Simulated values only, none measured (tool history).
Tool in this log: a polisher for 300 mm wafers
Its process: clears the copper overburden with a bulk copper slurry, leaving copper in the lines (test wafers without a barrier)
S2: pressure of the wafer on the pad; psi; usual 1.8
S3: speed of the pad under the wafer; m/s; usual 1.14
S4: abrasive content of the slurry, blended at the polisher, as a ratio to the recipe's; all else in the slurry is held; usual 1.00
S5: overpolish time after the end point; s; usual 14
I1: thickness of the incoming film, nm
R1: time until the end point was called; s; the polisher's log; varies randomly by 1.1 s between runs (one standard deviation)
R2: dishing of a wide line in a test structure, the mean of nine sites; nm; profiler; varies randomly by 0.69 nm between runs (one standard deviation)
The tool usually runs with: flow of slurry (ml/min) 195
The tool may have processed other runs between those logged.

run 1 day=0.000 | flow_of_slurry_(ml/min)=195 S2=1.8 S3=1.14 S4=1.00 S5=14 | I1=674.8 | R1=106.2 R2=45.6
run 2 day=0.321 | flow_of_slurry_(ml/min)=195 S2=1.8 S3=1.14 S4=1.00 S5=14 | I1=676.2 | R1=105.0 R2=46.3
run 3 day=0.675 | flow_of_slurry_(ml/min)=195 S2=1.8 S3=1.14 S4=1.00 S5=14 | I1=671.5 | R1=104.4 R2=46.3
run 4 day=1.208 | flow_of_slurry_(ml/min)=195 S2=1.8 S3=1.14 S4=1.00 S5=14 | I1=672.2 | R1=106.1 R2=46.9
run 5 day=1.946 | flow_of_slurry_(ml/min)=195 S2=1.8 S3=1.14 S4=1.00 S5=14 | I1=692.9 | R1=109.1 R2=45.7
run 6 day=2.288 | flow_of_slurry_(ml/min)=195 S2=1.8 S3=1.14 S4=1.00 S5=14 | I1=678.7 | R1=111.0 R2=46.4
run 7 day=2.725 | flow_of_slurry_(ml/min)=195 S2=1.8 S3=1.14 S4=1.00 S5=14 | I1=676.8 | R1=109.6 R2=45.2
run 8 day=3.454 | flow_of_slurry_(ml/min)=195 S2=1.8 S3=1.14 S4=1.00 S5=14 | I1=687.0 | R1=113.7 R2=45.7
run 9 day=4.000 | flow_of_slurry_(ml/min)=195 S2=1.8 S3=0.86 S4=1.00 S5=14 | I1=678.0 | R1=147.3 R2=36.4
-- day=4.283 head pressure recalibrated
run 10 day=4.408 | flow_of_slurry_(ml/min)=195 S2=1.8 S3=1.30 S4=1.00 S5=14 | I1=681.2 | R1=97.9 R2=48.6
-- day=4.788 worn pad replaced by a new one
run 11 day=4.946 | flow_of_slurry_(ml/min)=195 S2=1.8 S3=0.92 S4=1.00 S5=14 | I1=693.6 | R1=135.0 R2=40.0
run 12 day=5.533 | flow_of_slurry_(ml/min)=195 S2=1.8 S3=1.14 S4=1.00 S5=14 | I1=676.6 | R1=106.8 R2=46.3
-- day=5.712 slurry blender recalibrated
run 13 day=5.904 | flow_of_slurry_(ml/min)=195 S2=1.8 S3=1.14 S4=1.00 S5=14 | I1=692.4 | R1=109.7 R2=47.4
-- day=6.142 slurry nozzle cleaned
run 14 day=6.604 | flow_of_slurry_(ml/min)=195 S2=1.8 S3=1.14 S4=1.15 S5=14 | I1=670.0 | R1=106.3 R2=47.0
run 15 day=7.262 | flow_of_slurry_(ml/min)=195 S2=2.1 S3=1.14 S4=1.00 S5=11 | I1=689.6 | R1=96.2 R2=44.0
-- day=8.917 worn pad replaced by a new one
run 16 day=9.175 | flow_of_slurry_(ml/min)=195 S2=2.2 S3=1.14 S4=1.25 S5=14 | I1=674.8 | R1=86.5 R2=54.2

Alternative continuations, all from the tool just after run 16; predict every row:
run A day=9.196 | flow_of_slurry_(ml/min)=195 S2=1.8 S3=1.14 S4=1.00 S5=14 | I1=686.4 | R1=? R2=?
run B day=9.196 | flow_of_slurry_(ml/min)=195 S2=1.4 S3=1.14 S4=1.00 S5=14 | I1=686.4 | R1=? R2=?
run C day=9.196 | flow_of_slurry_(ml/min)=195 S2=2.4 S3=1.14 S4=1.00 S5=14 | I1=686.4 | R1=? R2=?
run D day=9.196 | flow_of_slurry_(ml/min)=195 S2=1.8 S3=1.14 S4=1.00 S5=8 | I1=686.4 | R1=? R2=?

run=A R1=105.9 R2=46.7
run=B R1=129.9 R2=39.6
run=C R1=82.9 R2=56.4
run=D R1=105.9 R2=31.4
With the hidden condition removed and each run's random variation left untouched, the same runs would have given:
run=A R1=105.5 R2=46.8
run=B R1=129.5 R2=39.7
run=C R1=82.6 R2=56.5
run=D R1=105.5 R2=31.4

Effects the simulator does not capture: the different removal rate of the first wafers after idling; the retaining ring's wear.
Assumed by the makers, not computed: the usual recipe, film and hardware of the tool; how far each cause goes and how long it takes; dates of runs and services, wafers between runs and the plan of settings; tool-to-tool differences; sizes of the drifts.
